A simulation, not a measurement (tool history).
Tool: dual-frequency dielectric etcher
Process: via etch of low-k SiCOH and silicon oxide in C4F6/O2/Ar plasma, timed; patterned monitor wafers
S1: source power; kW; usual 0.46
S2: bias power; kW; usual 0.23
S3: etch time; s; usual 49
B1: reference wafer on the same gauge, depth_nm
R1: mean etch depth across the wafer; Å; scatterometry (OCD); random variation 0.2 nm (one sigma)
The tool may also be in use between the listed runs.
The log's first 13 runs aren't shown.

run   hour    S1     S2    S3     B1    R1
 14  192.3  0.46  0.203    37    129   986
 15  231.9  0.46   0.23  62.5    129  1732
     250.4  -- bias power generator calibrated
 16  250.9  0.46   0.23    44  128.9  1223
 17  260.6  0.43  0.264    36    129  1015
 18  268.9  0.41  0.195  56.5    129  1401
     276.5  -- source power generator calibrated
 19  283.8  0.46   0.23    49    129  1356
 20    293  0.46  0.271    49    129  1439
     298.3  -- gauge calibrated
 21  310.9   0.4  0.261    49  128.9  1325
 22  322.6  0.38  0.215    59    129  1455
 23  335.1  0.52  0.286    36    129  1135
 24  350.7  0.38  0.259    49    129  1289
 25  367.1  0.46   0.23    49  129.1  1353
 26  375.5  0.42   0.23    49    129  1296
 27  386.8  0.51   0.23  45.5    129  1316

Forecast run 28:
 28   395  0.37  0.205  42   ?   ?

B1: 129
R1: 1004 Å
Without the tool's hidden state the same run would have given R1 1015 Å.

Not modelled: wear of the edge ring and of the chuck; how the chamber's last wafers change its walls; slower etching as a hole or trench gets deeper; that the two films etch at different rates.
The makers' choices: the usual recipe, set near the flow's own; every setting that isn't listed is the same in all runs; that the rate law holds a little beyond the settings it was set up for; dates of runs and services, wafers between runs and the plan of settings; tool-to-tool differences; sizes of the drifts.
